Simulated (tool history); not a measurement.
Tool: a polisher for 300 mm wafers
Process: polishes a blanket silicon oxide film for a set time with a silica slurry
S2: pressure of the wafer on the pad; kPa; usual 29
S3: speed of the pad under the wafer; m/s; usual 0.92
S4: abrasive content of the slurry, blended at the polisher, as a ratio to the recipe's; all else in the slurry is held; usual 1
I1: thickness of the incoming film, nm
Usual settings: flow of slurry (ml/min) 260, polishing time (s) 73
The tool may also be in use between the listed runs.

run 1 hour=0 | flow_of_slurry_(ml/min)=260 S2=29 S3=0.92 S4=1 polishing_time_(s)=73 | I1=1144.2 | film_removed_(nm)=227.3
run 2 hour=106 | flow_of_slurry_(ml/min)=260 S2=29 S3=0.92 S4=1 polishing_time_(s)=73 | I1=1145.8 | film_removed_(nm)=216.3
run 3 hour=146.4 | flow_of_slurry_(ml/min)=260 S2=29 S3=0.92 S4=1 polishing_time_(s)=73 | I1=1155.8 | film_removed_(nm)=220
run 4 hour=184.5 | flow_of_slurry_(ml/min)=260 S2=29 S3=0.92 S4=1 polishing_time_(s)=73 | I1=1140.3 | film_removed_(nm)=219.9
-- hour=263.8 slurry nozzle cleaned
-- hour=264.1 conditioning disc replaced and pad reconditioned
run 5 hour=272.6 | flow_of_slurry_(ml/min)=260 S2=29 S3=0.92 S4=1 polishing_time_(s)=73 | I1=1152.7 | film_removed_(nm)=245.9
-- hour=329.8 slurry blender recalibrated
run 6 hour=351.6 | flow_of_slurry_(ml/min)=260 S2=29 S3=0.92 S4=1 polishing_time_(s)=73 | I1=1125.2 | film_removed_(nm)=238.1
-- hour=411.8 worn pad replaced by a new one
run 7 hour=595.3 | flow_of_slurry_(ml/min)=260 S2=29 S3=0.92 S4=1 polishing_time_(s)=73 | I1=1120.9 | film_removed_(nm)=220.3
run 8 hour=644.9 | flow_of_slurry_(ml/min)=260 S2=29 S3=0.92 S4=1 polishing_time_(s)=73 | I1=1141.5 | film_removed_(nm)=225.6
run 9 hour=748.4 | flow_of_slurry_(ml/min)=260 S2=36.5 S3=0.92 S4=1 polishing_time_(s)=73 | I1=1131.4 | film_removed_(nm)=259.4
-- hour=792.2 conditioning disc replaced and pad reconditioned
-- hour=805.9 slurry nozzle cleaned
-- hour=854.2 worn pad replaced by a new one
run 10 hour=854.7 | flow_of_slurry_(ml/min)=230 S2=29 S3=0.92 S4=1 polishing_time_(s)=63 | I1=1141.8 | film_removed_(nm)=208
-- hour=881.8 slurry blender recalibrated
run 11 hour=913.3 | flow_of_slurry_(ml/min)=260 S2=29 S3=0.92 S4=1 polishing_time_(s)=55 | I1=1142.7 | film_removed_(nm)=175.4
run 12 hour=996.9 | flow_of_slurry_(ml/min)=300 S2=29 S3=1.2 S4=1 polishing_time_(s)=73 | I1=1148.6 | film_removed_(nm)=283.4
run 13 hour=1094 | flow_of_slurry_(ml/min)=260 S2=29 S3=0.92 S4=1 polishing_time_(s)=73 | I1=1153.3 | film_removed_(nm)=222.6
run 14 hour=1197.5 | flow_of_slurry_(ml/min)=260 S2=29 S3=0.92 S4=1 polishing_time_(s)=73 | I1=1134.3 | film_removed_(nm)=221.2
-- hour=1251.8 conditioning disc replaced and pad reconditioned
run 15 hour=1257.8 | flow_of_slurry_(ml/min)=260 S2=29 S3=0.62 S4=1 polishing_time_(s)=73 | I1=1135.9 | film_removed_(nm)=184.3
-- hour=1295.4 slurry nozzle cleaned
-- hour=1331.3 worn pad replaced by a new one
run 16 hour=1334.5 | flow_of_slurry_(ml/min)=260 S2=18.6 S3=0.84 S4=0.75 polishing_time_(s)=99 | I1=1146.6 | film_removed_(nm)=186.6
-- hour=1374.8 head pressure recalibrated
run 17 hour=1384.8 | flow_of_slurry_(ml/min)=260 S2=29 S3=0.92 S4=1 polishing_time_(s)=73 | I1=1130.8 | film_removed_(nm)=230.9
-- hour=1428.1 slurry blender recalibrated
run 18 hour=1457.1 | flow_of_slurry_(ml/min)=260 S2=36.5 S3=1.22 S4=0.9 polishing_time_(s)=99 | I1=1125 | film_removed_(nm)=422.8

The next listed run, before its measurement:
run 19 hour=1535.2 | flow_of_slurry_(ml/min)=260 S2=29 S3=0.92 S4=1 polishing_time_(s)=73 | I1=1143.4 | film_removed_(nm)=?

{"run 19": {"film removed (nm)": 219.3}}
Without the tool's hidden state the same run would have given film removed (nm) 243.9.

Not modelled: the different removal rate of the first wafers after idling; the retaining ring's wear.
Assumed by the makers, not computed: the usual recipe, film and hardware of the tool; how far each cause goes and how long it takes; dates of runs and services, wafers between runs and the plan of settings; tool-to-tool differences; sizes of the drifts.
